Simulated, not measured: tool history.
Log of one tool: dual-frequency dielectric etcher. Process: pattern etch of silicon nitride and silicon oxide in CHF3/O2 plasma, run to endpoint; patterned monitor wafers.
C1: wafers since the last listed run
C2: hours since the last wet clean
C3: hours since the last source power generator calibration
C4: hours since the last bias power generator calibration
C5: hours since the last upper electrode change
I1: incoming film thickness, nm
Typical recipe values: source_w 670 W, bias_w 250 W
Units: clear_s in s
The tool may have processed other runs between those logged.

{"run": 1, "hour": 0.0, "source_w": 670, "bias_w": 250, "C1": 0, "C2": 560.7, "C3": 1983, "C4": 2003, "C5": 4068.6, "I1": 258.1, "clear_s": 138.7}
{"hour": 26.2, "done": "wet clean of the chamber"}
{"run": 2, "hour": 41.4, "source_w": 670, "bias_w": 250, "C1": 77, "C2": 15.2, "C3": 2024.4, "C4": 2044.4, "C5": 4110, "I1": 258.1, "clear_s": 135.1}
{"run": 3, "hour": 112.2, "source_w": 670, "bias_w": 250, "C1": 317, "C2": 86, "C3": 2095.2, "C4": 2115.2, "C5": 4180.8, "I1": 258, "clear_s": 136.5}
{"run": 4, "hour": 139.1, "source_w": 610, "bias_w": 296, "C1": 120, "C2": 112.9, "C3": 2122.1, "C4": 2142.1, "C5": 4207.7, "I1": 260, "clear_s": 134.9}
{"run": 5, "hour": 209.0, "source_w": 610, "bias_w": 296, "C1": 313, "C2": 182.8, "C3": 2192, "C4": 2212, "C5": 4277.6, "I1": 258, "clear_s": 135}
{"run": 6, "hour": 236.3, "source_w": 610, "bias_w": 296, "C1": 122, "C2": 210.1, "C3": 2219.3, "C4": 2239.3, "C5": 4304.9, "I1": 258.8, "clear_s": 135.1}
{"run": 7, "hour": 298.5, "source_w": 670, "bias_w": 216, "C1": 278, "C2": 272.3, "C3": 2281.5, "C4": 2301.5, "C5": 4367.1, "I1": 256.3, "clear_s": 144.4}
{"run": 8, "hour": 333.7, "source_w": 670, "bias_w": 216, "C1": 157, "C2": 307.5, "C3": 2316.7, "C4": 2336.7, "C5": 4402.3, "I1": 259, "clear_s": 145.1}
{"run": 9, "hour": 367.6, "source_w": 670, "bias_w": 250, "C1": 151, "C2": 341.4, "C3": 2350.6, "C4": 2370.6, "C5": 4436.2, "I1": 257.9, "clear_s": 138.5}
{"run": 10, "hour": 392.3, "source_w": 670, "bias_w": 250, "C1": 110, "C2": 366.1, "C3": 2375.3, "C4": 2395.3, "C5": 4460.9, "I1": 261.7, "clear_s": 140.6}
{"run": 11, "hour": 420.9, "source_w": 670, "bias_w": 250, "C1": 128, "C2": 394.7, "C3": 2403.9, "C4": 2423.9, "C5": 4489.5, "I1": 260.4, "clear_s": 139.3}
{"run": 12, "hour": 492.6, "source_w": 670, "bias_w": 250, "C1": 321, "C2": 466.4, "C3": 2475.6, "C4": 2495.6, "C5": 4561.2, "I1": 259.3, "clear_s": 139.3}
{"hour": 555.7, "done": "wet clean of the chamber"}
{"hour": 591.8, "done": "bias power generator calibrated"}
{"run": 13, "hour": 678.5, "source_w": 670, "bias_w": 250, "C1": 707, "C2": 122.8, "C3": 2661.5, "C4": 86.7, "C5": 4747.1, "I1": 260.9, "clear_s": 137}
{"run": 14, "hour": 726.9, "source_w": 670, "bias_w": 271, "C1": 216, "C2": 171.2, "C3": 2709.9, "C4": 135.1, "C5": 4795.5, "I1": 259.7, "clear_s": 133.7}
{"run": 15, "hour": 785.2, "source_w": 670, "bias_w": 250, "C1": 261, "C2": 229.5, "C3": 2768.2, "C4": 193.4, "C5": 4853.8, "I1": 258.4, "clear_s": 136.8}
{"run": 16, "hour": 844.8, "source_w": 670, "bias_w": 250, "C1": 267, "C2": 289.1, "C3": 2827.8, "C4": 253, "C5": 4913.4, "I1": 260.3, "clear_s": 139}
{"hour": 911.2, "done": "upper electrode replaced"}
{"run": 17, "hour": 913.0, "source_w": 530, "bias_w": 250, "C1": 198, "C2": 357.3, "C3": 2896, "C4": 321.2, "C5": 1.8, "I1": 260.4, "clear_s": 150.4}
{"run": 18, "hour": 973.7, "source_w": 670, "bias_w": 250, "C1": 271, "C2": 418, "C3": 2956.7, "C4": 381.9, "C5": 62.5, "I1": 258.7, "clear_s": 138.7}
{"run": 19, "hour": 1031.9, "source_w": 540, "bias_w": 250, "C1": 260, "C2": 476.2, "C3": 3014.9, "C4": 440.1, "C5": 120.7, "I1": 260.2, "clear_s": 150.6}
{"run": 20, "hour": 1095.5, "source_w": 600, "bias_w": 250, "C1": 284, "C2": 539.8, "C3": 3078.5, "C4": 503.7, "C5": 184.3, "I1": 261.1, "clear_s": 147.5}
{"run": 21, "hour": 1129.7, "source_w": 600, "bias_w": 284, "C1": 153, "C2": 574, "C3": 3112.7, "C4": 537.9, "C5": 218.5, "I1": 261, "clear_s": 140.5}
{"hour": 1177.3, "done": "wet clean of the chamber"}
{"run": 22, "hour": 1177.8, "source_w": 670, "bias_w": 250, "C1": 107, "C2": 0.5, "C3": 3160.8, "C4": 586, "C5": 266.6, "I1": 261.5, "clear_s": 137.3}
{"run": 23, "hour": 1230.2, "source_w": 810, "bias_w": 226, "C1": 234, "C2": 52.9, "C3": 3213.2, "C4": 638.4, "C5": 319, "I1": 261.4, "clear_s": 132.4}
{"hour": 1287.6, "done": "source power generator calibrated"}
{"run": 24, "hour": 1300.2, "source_w": 670, "bias_w": 250, "C1": 295, "C2": 122.9, "C3": 12.6, "C4": 708.4, "C5": 389, "I1": 256.1, "clear_s": 135.5}
{"run": 25, "hour": 1451.9, "source_w": 500, "bias_w": 298, "C1": 679, "C2": 274.6, "C3": 164.3, "C4": 860.1, "C5": 540.7, "I1": 262.1, "clear_s": 146.3}
{"run": 26, "hour": 1508.5, "source_w": 670, "bias_w": 280, "C1": 253, "C2": 331.2, "C3": 220.9, "C4": 916.7, "C5": 597.3, "I1": 256.9, "clear_s": 132}
{"run": 27, "hour": 1552.5, "source_w": 760, "bias_w": 250, "C1": 197, "C2": 375.2, "C3": 264.9, "C4": 960.7, "C5": 641.3, "I1": 257.2, "clear_s": 131}
{"run": 28, "hour": 1606.6, "source_w": 790, "bias_w": 250, "C1": 242, "C2": 429.3, "C3": 319, "C4": 1014.8, "C5": 695.4, "I1": 259.7, "clear_s": 130.7}
{"run": 29, "hour": 1632.5, "source_w": 820, "bias_w": 212, "C1": 116, "C2": 455.2, "C3": 344.9, "C4": 1040.7, "C5": 721.3, "I1": 261.6, "clear_s": 136.2}

Per-run results on a tool with no hidden state, each run keeping its own random variation:
Hidden state present: etch rate over this chamber's usual, %; source power that arrives over what is set, %; bias power that arrives over what is set, %.
run=1 clear_s=134.6
run=2 clear_s=134.2
run=3 clear_s=135
run=4 clear_s=133.2
run=5 clear_s=132.8
run=6 clear_s=132.7
run=7 clear_s=141.3
run=8 clear_s=141.7
run=9 clear_s=135
run=10 clear_s=136.9
run=11 clear_s=135.3
run=12 clear_s=134.8
run=13 clear_s=136.2
run=14 clear_s=132.5
run=15 clear_s=135.2
run=16 clear_s=136.9
run=17 clear_s=147.5
run=18 clear_s=135.6
run=19 clear_s=146.7
run=20 clear_s=143.2
run=21 clear_s=136.1
run=22 clear_s=136.8
run=23 clear_s=131.6
run=24 clear_s=134.1
run=25 clear_s=143.5
run=26 clear_s=129.1
run=27 clear_s=127.8
run=28 clear_s=127.1
run=29 clear_s=132.2
